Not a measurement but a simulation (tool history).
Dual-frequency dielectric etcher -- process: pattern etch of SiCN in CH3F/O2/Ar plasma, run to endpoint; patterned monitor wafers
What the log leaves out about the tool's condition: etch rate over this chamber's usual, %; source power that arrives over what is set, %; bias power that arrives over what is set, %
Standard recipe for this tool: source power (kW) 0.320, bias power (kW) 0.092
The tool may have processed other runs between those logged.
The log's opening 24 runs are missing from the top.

run	day	source power (kW)	bias power (kW)	wafers since the last listed run	hours since the last wet clean	hours since the last source power generator calibration	hours since the last bias power generator calibration	hours since the last upper electrode change	incoming incoming film thickness, nm	endpoint time (s)
# day 23.412: upper electrode replaced
25	23.433	0.380	0.092	576	199.7	105.7	108.5	0.5	11.82	28.2
26	23.446	0.380	0.113	5	200.0	106.0	108.8	0.8	11.75	26.1
27	23.708	0.320	0.092	123	206.3	112.3	115.1	7.1	11.64	29.8
28	25.254	0.240	0.111	724	243.4	149.4	152.2	44.2	11.63	33.6
29	25.883	0.360	0.101	295	258.5	164.5	167.3	59.3	11.80	27.9
30	27.000	0.300	0.071	523	285.3	191.3	194.1	86.1	11.65	33.1
31	28.192	0.320	0.098	558	313.9	219.9	222.7	114.7	11.67	29.3
32	28.967	0.370	0.100	363	332.5	238.5	241.3	133.3	11.75	27.3
33	30.183	0.320	0.101	570	361.7	267.7	270.5	162.5	11.77	29.0
34	30.750	0.320	0.092	265	375.3	281.3	284.1	176.1	11.62	29.9

Alternative continuations, all from the tool just after run 34; predict every row:
A	30.767	0.350	0.092	7	375.7	281.7	284.5	176.5	11.68	?
B	30.767	0.360	0.092	7	375.7	281.7	284.5	176.5	11.68	?
C	30.767	0.320	0.074	7	375.7	281.7	284.5	176.5	11.68	?
D	30.767	0.320	0.082	7	375.7	281.7	284.5	176.5	11.68	?
E	30.767	0.340	0.083	7	375.7	281.7	284.5	176.5	11.68	?

run	endpoint time (s)
A	28.1
B	27.7
C	31.2
D	30.4
E	29.3
What these runs would have given with no unlogged condition in the tool:
run	endpoint time (s)
A	29.2
B	28.8
C	32.4
D	31.6
E	30.5
